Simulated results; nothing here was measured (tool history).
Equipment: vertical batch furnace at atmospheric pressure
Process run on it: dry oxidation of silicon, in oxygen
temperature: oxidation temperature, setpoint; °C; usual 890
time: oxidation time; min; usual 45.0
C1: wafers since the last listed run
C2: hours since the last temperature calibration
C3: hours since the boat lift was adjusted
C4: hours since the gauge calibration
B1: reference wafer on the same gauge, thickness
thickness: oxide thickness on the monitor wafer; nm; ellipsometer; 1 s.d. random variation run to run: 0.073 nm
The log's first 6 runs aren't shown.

run 7 hour=195.9 | temperature=890 time=45.0 | C1=134 C2=2669.1 C3=2640.1 C4=639.7 | B1=15.71 | thickness=13.34
run 8 hour=212.7 | temperature=890 time=45.0 | C1=169 C2=2685.9 C3=2656.9 C4=656.5 | B1=15.72 | thickness=13.16
run 9 hour=243.2 | temperature=890 time=45.0 | C1=307 C2=2716.4 C3=2687.4 C4=687.0 | B1=15.70 | thickness=13.13
run 10 hour=271.2 | temperature=890 time=61.0 | C1=282 C2=2744.4 C3=2715.4 C4=715.0 | B1=15.70 | thickness=16.18
run 11 hour=294.0 | temperature=890 time=61.0 | C1=229 C2=2767.2 C3=2738.2 C4=737.8 | B1=15.68 | thickness=16.13
run 12 hour=329.9 | temperature=890 time=61.0 | C1=362 C2=2803.1 C3=2774.1 C4=773.7 | B1=15.68 | thickness=16.16
run 13 hour=345.6 | temperature=890 time=45.0 | C1=158 C2=2818.8 C3=2789.8 C4=789.4 | B1=15.70 | thickness=13.24
-- hour=369.9 boat lift adjusted
run 14 hour=370.4 | temperature=890 time=45.0 | C1=8 C2=2843.6 C3=0.5 C4=814.2 | B1=15.68 | thickness=13.18
run 15 hour=384.8 | temperature=890 time=45.0 | C1=145 C2=2858.0 C3=14.9 C4=828.6 | B1=15.67 | thickness=13.20
run 16 hour=409.3 | temperature=890 time=45.0 | C1=247 C2=2882.5 C3=39.4 C4=853.1 | B1=15.69 | thickness=13.24
run 17 hour=426.0 | temperature=890 time=45.0 | C1=168 C2=2899.2 C3=56.1 C4=869.8 | B1=15.68 | thickness=13.14
run 18 hour=440.9 | temperature=890 time=26.5 | C1=150 C2=2914.1 C3=71.0 C4=884.7 | B1=15.66 | thickness=9.16
run 19 hour=465.9 | temperature=909 time=45.0 | C1=252 C2=2939.1 C3=96.0 C4=909.7 | B1=15.67 | thickness=16.04
run 20 hour=494.0 | temperature=873 time=45.0 | C1=283 C2=2967.2 C3=124.1 C4=937.8 | B1=15.67 | thickness=10.85
-- hour=509.3 gauge calibrated
run 21 hour=519.9 | temperature=890 time=35.5 | C1=261 C2=2993.1 C3=150.0 C4=10.6 | B1=16.18 | thickness=11.59
run 22 hour=545.7 | temperature=890 time=45.0 | C1=260 C2=3018.9 C3=175.8 C4=36.4 | B1=16.16 | thickness=13.73
-- hour=584.7 thermocouples replaced and temperature profile calibrated
run 23 hour=585.2 | temperature=908 time=63.5 | C1=156 C2=0.5 C3=215.3 C4=75.9 | B1=16.09 | thickness=20.46
run 24 hour=601.3 | temperature=908 time=56.0 | C1=162 C2=16.6 C3=231.4 C4=92.0 | B1=16.06 | thickness=18.80
run 25 hour=628.9 | temperature=890 time=45.0 | C1=278 C2=44.2 C3=259.0 C4=119.6 | B1=16.02 | thickness=13.37
run 26 hour=654.5 | temperature=880 time=62.5 | C1=258 C2=69.8 C3=284.6 C4=145.2 | B1=15.98 | thickness=15.04
run 27 hour=666.7 | temperature=890 time=45.0 | C1=123 C2=82.0 C3=296.8 C4=157.4 | B1=15.95 | thickness=13.37
run 28 hour=690.0 | temperature=900 time=26.5 | C1=234 C2=105.3 C3=320.1 C4=180.7 | B1=15.92 | thickness=10.37
run 29 hour=710.3 | temperature=909 time=57.0 | C1=204 C2=125.6 C3=340.4 C4=201.0 | B1=15.92 | thickness=19.13

Forecast run 30:
run 30 hour=735.7 | temperature=890 time=27.0 | C1=256 C2=151.0 C3=365.8 C4=226.4 | B1=? | thickness=?

B1: 15.87
thickness: 9.32 nm
With the hidden condition absent and the run-to-run variation left alone, this run would have shown thickness 9.57 nm.
